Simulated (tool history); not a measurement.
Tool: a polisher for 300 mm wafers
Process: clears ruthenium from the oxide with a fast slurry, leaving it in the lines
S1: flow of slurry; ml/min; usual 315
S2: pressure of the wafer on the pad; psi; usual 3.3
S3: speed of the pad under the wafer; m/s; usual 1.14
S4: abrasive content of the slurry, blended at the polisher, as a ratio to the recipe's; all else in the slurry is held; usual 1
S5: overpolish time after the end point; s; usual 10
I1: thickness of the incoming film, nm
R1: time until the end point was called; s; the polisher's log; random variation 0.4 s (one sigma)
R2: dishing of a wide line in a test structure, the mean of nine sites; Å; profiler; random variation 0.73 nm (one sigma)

{"run": 1, "hour": 0.0, "S1": 315, "S2": 3.3, "S3": 1.14, "S4": 1, "S5": 10, "I1": 267.7, "R1": 42.9, "R2": 485}
{"run": 2, "hour": 47.2, "S1": 315, "S2": 3.3, "S3": 1.14, "S4": 1, "S5": 10, "I1": 269.7, "R1": 44, "R2": 488}
{"run": 3, "hour": 84.7, "S1": 315, "S2": 3.3, "S3": 1.14, "S4": 1, "S5": 10, "I1": 268, "R1": 44.3, "R2": 480}
{"run": 4, "hour": 160.4, "S1": 315, "S2": 3.3, "S3": 1.14, "S4": 1, "S5": 10, "I1": 268.4, "R1": 45.3, "R2": 470}
{"run": 5, "hour": 214.3, "S1": 315, "S2": 3.3, "S3": 1.14, "S4": 1, "S5": 10, "I1": 267.1, "R1": 45.3, "R2": 456}
{"run": 6, "hour": 261.0, "S1": 315, "S2": 3.3, "S3": 1.54, "S4": 1, "S5": 14, "I1": 268.6, "R1": 34.2, "R2": 768}
{"run": 7, "hour": 328.4, "S1": 270, "S2": 4.3, "S3": 1.14, "S4": 0.85, "S5": 4, "I1": 270.2, "R1": 40.2, "R2": 228}
{"hour": 335.1, "done": "slurry blender recalibrated"}
{"run": 8, "hour": 411.7, "S1": 315, "S2": 3.3, "S3": 1.14, "S4": 1, "S5": 10, "I1": 273.7, "R1": 42.6, "R2": 520}
{"run": 9, "hour": 475.4, "S1": 315, "S2": 3.3, "S3": 1.14, "S4": 0.8, "S5": 10, "I1": 269, "R1": 45.3, "R2": 462}
{"hour": 524.4, "done": "head pressure recalibrated"}
{"run": 10, "hour": 558.4, "S1": 315, "S2": 3.3, "S3": 1.24, "S4": 0.85, "S5": 10, "I1": 272.7, "R1": 41.7, "R2": 509}
{"run": 11, "hour": 647.0, "S1": 425, "S2": 3.3, "S3": 1.14, "S4": 1, "S5": 10, "I1": 271.6, "R1": 41.3, "R2": 498}
{"hour": 664.1, "done": "slurry nozzle cleaned"}
{"hour": 710.1, "done": "worn pad replaced by a new one"}
{"run": 12, "hour": 711.7, "S1": 315, "S2": 3.3, "S3": 1.14, "S4": 1, "S5": 10, "I1": 272.8, "R1": 42.8, "R2": 495}
{"run": 13, "hour": 799.9, "S1": 315, "S2": 3.6, "S3": 1.26, "S4": 0.8, "S5": 7, "I1": 267.1, "R1": 38.2, "R2": 393}
{"run": 14, "hour": 887.0, "S1": 395, "S2": 3.3, "S3": 1.14, "S4": 1, "S5": 8, "I1": 270.2, "R1": 42.5, "R2": 407}
{"run": 15, "hour": 978.8, "S1": 315, "S2": 3.3, "S3": 1.14, "S4": 1, "S5": 10, "I1": 270.2, "R1": 44.9, "R2": 476}
{"run": 16, "hour": 1058.6, "S1": 315, "S2": 4.3, "S3": 1.48, "S4": 0.85, "S5": 10, "I1": 273.3, "R1": 28.9, "R2": 690}
{"hour": 1084.6, "done": "slurry blender recalibrated"}
{"run": 17, "hour": 1139.0, "S1": 220, "S2": 2.6, "S3": 1.14, "S4": 1, "S5": 16, "I1": 267.6, "R1": 53.6, "R2": 589}
{"run": 18, "hour": 1201.8, "S1": 315, "S2": 3.3, "S3": 1.14, "S4": 1, "S5": 10, "I1": 271.4, "R1": 41.8, "R2": 515}
{"hour": 1231.4, "done": "head pressure recalibrated"}
{"run": 19, "hour": 1303.1, "S1": 315, "S2": 3.3, "S3": 1.14, "S4": 1, "S5": 10, "I1": 272.7, "R1": 42.6, "R2": 504}
{"run": 20, "hour": 1407.5, "S1": 375, "S2": 3.3, "S3": 1.14, "S4": 1, "S5": 10, "I1": 269.5, "R1": 41.5, "R2": 510}
{"run": 21, "hour": 1446.6, "S1": 280, "S2": 3.3, "S3": 0.78, "S4": 1.1, "S5": 10, "I1": 269.5, "R1": 59.8, "R2": 365}
{"run": 22, "hour": 1501.1, "S1": 205, "S2": 4.5, "S3": 1.04, "S4": 1, "S5": 10, "I1": 271.6, "R1": 35.3, "R2": 574}
{"hour": 1542.6, "done": "worn pad replaced by a new one"}
{"hour": 1554.9, "done": "slurry nozzle cleaned"}
{"run": 23, "hour": 1723.8, "S1": 315, "S2": 3.3, "S3": 1.14, "S4": 0.7, "S5": 10, "I1": 273.8, "R1": 52.4, "R2": 436}
{"hour": 1840.5, "done": "slurry blender recalibrated"}
{"run": 24, "hour": 1930.5, "S1": 260, "S2": 2.7, "S3": 1.14, "S4": 1.15, "S5": 10, "I1": 264.4, "R1": 48, "R2": 437}
{"hour": 1962.1, "done": "head pressure recalibrated"}
{"run": 25, "hour": 1978.5, "S1": 240, "S2": 2.5, "S3": 1.38, "S4": 1, "S5": 10, "I1": 271.4, "R1": 47.2, "R2": 463}
{"run": 26, "hour": 2062.9, "S1": 315, "S2": 3.3, "S3": 1.14, "S4": 1, "S5": 10, "I1": 267.9, "R1": 41.2, "R2": 491}
{"run": 27, "hour": 2165.2, "S1": 315, "S2": 3.3, "S3": 1.14, "S4": 1.15, "S5": 16, "I1": 270.5, "R1": 40.4, "R2": 747}
{"run": 28, "hour": 2205.0, "S1": 210, "S2": 3.3, "S3": 1.28, "S4": 1.1, "S5": 16, "I1": 267.5, "R1": 37.5, "R2": 807}

What the log doesn't show, run by run:
removal rate lost through wear of the pad, %: 0 in every run
slurry flow missing at the pad, %: 0 in every run
deviation of the head's pressure from its setpoint, %: 0 in every run
H1: abrasive missing from the slurry, %
run=1 H1=13.5
run=2 H1=15.4
run=3 H1=17.1
run=4 H1=20.7
run=5 H1=23.5
run=6 H1=26.1
run=7 H1=30.2
run=8 H1=2.21
run=9 H1=2.69
run=10 H1=3.74
run=11 H1=5.39
run=12 H1=6.94
run=13 H1=9.52
run=14 H1=12.6
run=15 H1=16.4
run=16 H1=20.2
run=17 H1=1.27
run=18 H1=1.65
run=19 H1=2.83
run=20 H1=4.79
run=21 H1=5.72
run=22 H1=7.2
run=23 H1=15.4
run=24 H1=3.22
run=25 H1=3.6
run=26 H1=4.66
run=27 H1=6.61
run=28 H1=7.56

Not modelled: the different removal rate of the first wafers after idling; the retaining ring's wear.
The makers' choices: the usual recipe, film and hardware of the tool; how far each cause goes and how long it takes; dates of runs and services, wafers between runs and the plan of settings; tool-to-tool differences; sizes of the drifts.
